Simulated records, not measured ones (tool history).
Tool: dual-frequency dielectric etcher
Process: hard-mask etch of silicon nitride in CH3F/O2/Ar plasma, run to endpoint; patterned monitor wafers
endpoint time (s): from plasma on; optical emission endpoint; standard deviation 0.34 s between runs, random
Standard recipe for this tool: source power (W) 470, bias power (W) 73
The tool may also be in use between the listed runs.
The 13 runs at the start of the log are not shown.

run	hour	source power (W)	bias power (W)	wafers since the last listed run	hours since the last wet clean	hours since the last source power generator calibration	hours since the last bias power generator calibration	hours since the last upper electrode change	incoming incoming film thickness, nm	endpoint time (s)
# hour 307.9: source power generator calibrated
# hour 315.7: bias power generator calibrated
14	317.5	470	59	272	227.5	9.6	1.8	103.2	31.65	44.8
15	341.2	420	83	307	251.2	33.3	25.5	126.9	31.66	43.2
16	433.5	580	73	1196	343.5	125.6	117.8	219.2	31.70	40.9
# hour 468.2: wet clean of the chamber
17	468.7	470	67	145	0.5	160.8	153.0	254.4	31.88	43.5
18	469.1	570	62	5	0.9	161.2	153.4	254.8	32.11	41.9
19	489.4	540	79	263	21.2	181.5	173.7	275.1	32.05	40.0
20	507.9	470	73	239	39.7	200.0	192.2	293.6	31.79	42.5
21	523.0	470	73	195	54.8	215.1	207.3	308.7	31.56	41.9
22	540.8	470	73	230	72.6	232.9	225.1	326.5	31.79	42.2
23	573.3	470	73	421	105.1	265.4	257.6	359.0	32.02	42.5
24	605.9	380	84	422	137.7	298.0	290.2	391.6	31.42	42.8
25	628.3	550	90	290	160.1	320.4	312.6	414.0	31.99	39.0
26	653.9	360	73	331	185.7	346.0	338.2	439.6	31.99	47.2
27	672.9	370	73	246	204.7	365.0	357.2	458.6	31.76	46.5
28	687.6	440	73	190	219.4	379.7	371.9	473.3	31.91	44.8
29	712.2	440	59	318	244.0	404.3	396.5	497.9	31.68	47.0
30	731.0	560	85	243	262.8	423.1	415.3	516.7	31.98	39.6
31	814.0	470	73	1075	345.8	506.1	498.3	599.7	31.52	43.8
32	838.5	580	79	317	370.3	530.6	522.8	624.2	31.78	40.6
33	870.8	400	91	418	402.6	562.9	555.1	656.5	32.01	43.9
34	890.2	590	80	251	422.0	582.3	574.5	675.9	31.81	40.9
35	905.1	360	88	193	436.9	597.2	589.4	690.8	31.66	45.4
# hour 932.5: wet clean of the chamber
36	933.0	530	73	50	0.5	625.1	617.3	718.7	31.53	40.7

3 ways to go on from here, each from the tool as it stands after run 36. What would each give?
A	933.4	470	89	5	0.9	625.5	617.7	719.1	31.49	?
B	933.4	540	89	5	0.9	625.5	617.7	719.1	31.49	?
C	933.4	380	78	5	0.9	625.5	617.7	719.1	31.49	?

run	endpoint time (s)
A	39.4
B	37.9
C	43.5
The same runs, with their run-to-run variation unchanged, on a tool lacking any hidden condition would have given:
run	endpoint time (s)
A	39.0
B	37.4
C	43.0

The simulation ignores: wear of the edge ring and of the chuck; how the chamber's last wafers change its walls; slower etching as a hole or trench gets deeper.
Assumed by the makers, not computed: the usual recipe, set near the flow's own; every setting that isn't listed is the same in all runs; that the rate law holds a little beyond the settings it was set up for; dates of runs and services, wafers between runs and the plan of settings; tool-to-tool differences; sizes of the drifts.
